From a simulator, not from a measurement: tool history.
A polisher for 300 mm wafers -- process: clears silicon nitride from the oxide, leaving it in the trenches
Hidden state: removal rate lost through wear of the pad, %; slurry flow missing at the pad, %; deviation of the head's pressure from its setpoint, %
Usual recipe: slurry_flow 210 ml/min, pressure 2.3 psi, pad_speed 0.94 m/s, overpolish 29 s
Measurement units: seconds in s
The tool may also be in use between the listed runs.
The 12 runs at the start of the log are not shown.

run,hour,slurry_flow,pressure,pad_speed,overpolish,wafers since the last listed run,wafers polished on this pad,hours since the slurry nozzle was cleaned,hours since the head pressure was calibrated,"incoming thickness of the incoming film, nm",seconds
13,606.9,210,2.3,0.94,29,359,1498,180,261.7,79.5,100.7
14,639.2,210,2.3,0.94,29,317,1815,212.3,294,81,104.5
# hour 684.7: head pressure recalibrated, repeated, since the last time left the tool worse
15,688.1,210,2.3,0.94,29,460,2275,261.2,3.4,80.5,118.6
16,733.4,210,2.3,0.94,29,444,2720,306.5,48.7,80.1,116.9
# hour 771.4: slurry nozzle cleaned
17,773.4,210,2.3,0.94,29,382,3103,2,88.7,80.1,115.2
18,806.8,255,2.7,1.22,24,327,3430,35.4,122.1,79.6,75.1
# hour 811.7: worn pad replaced by a new one
19,843.2,210,2.3,0.94,29,318,309,71.8,158.5,79,116.1
20,912.5,210,2.3,0.94,29,680,989,141.1,227.8,79.7,114.6
21,968.4,210,2.3,0.94,29,548,1538,197,283.7,80.3,116.6
22,1013,210,2.3,0.94,29,437,1975,241.6,328.3,78.6,111.5
23,1075.8,210,2.6,0.94,13,616,2592,304.4,391.1,79.4,99.4
# hour 1129.3: worn pad replaced by a new one
24,1129.7,210,1.9,1.22,36,489,3,358.3,445,81.1,104.4
25,1164.3,210,1.8,0.94,29,339,343,392.9,479.6,80,135.7
# hour 1190.1: slurry nozzle cleaned
# hour 1196.1: head pressure recalibrated
26,1231.4,230,3,0.82,22,629,972,41.3,35.3,79.6,106.5
27,1356.4,190,1.8,0.82,36,1226,2199,166.3,160.3,78.8,162.1
28,1411.8,210,2.3,1.2,29,543,2743,221.7,215.7,81.1,92.8
# hour 1431: worn pad replaced by a new one
29,1439.6,210,2.3,0.94,22,233,84,249.5,243.5,79.3,115
30,1487.6,180,2.1,1.22,29,471,555,297.5,291.5,81,100.2
31,1525.9,140,2.7,0.76,43,375,931,335.8,329.8,80.5,129.3
32,1593,170,2.3,0.94,29,658,1589,402.9,396.9,79.7,115.6
# hour 1600.9: slurry nozzle cleaned
33,1621.8,210,2.3,0.94,29,272,1862,20.9,425.7,81.3,113.9
34,1672,235,2.3,1.06,29,492,2355,71.1,475.9,80.1,99.3

4 options for the next run, each taken on its own from the tool as it stands now. Forecast them:
A,1672.5,210,2.3,0.94,29,4,2360,71.6,476.4,79,?
B,1672.5,255,2.8,0.66,29,4,2360,71.6,476.4,79,?
C,1672.5,250,1.7,1.22,14,4,2360,71.6,476.4,79,?
D,1672.5,240,2.3,0.94,36,4,2360,71.6,476.4,79,?

run,seconds
A,111.8
B,130.5
C,110.2
D,110.1
The same runs, with their run-to-run variation unchanged, on a tool lacking any hidden condition would have given:
run,seconds
A,117.1
B,136.6
C,115.3
D,115.3
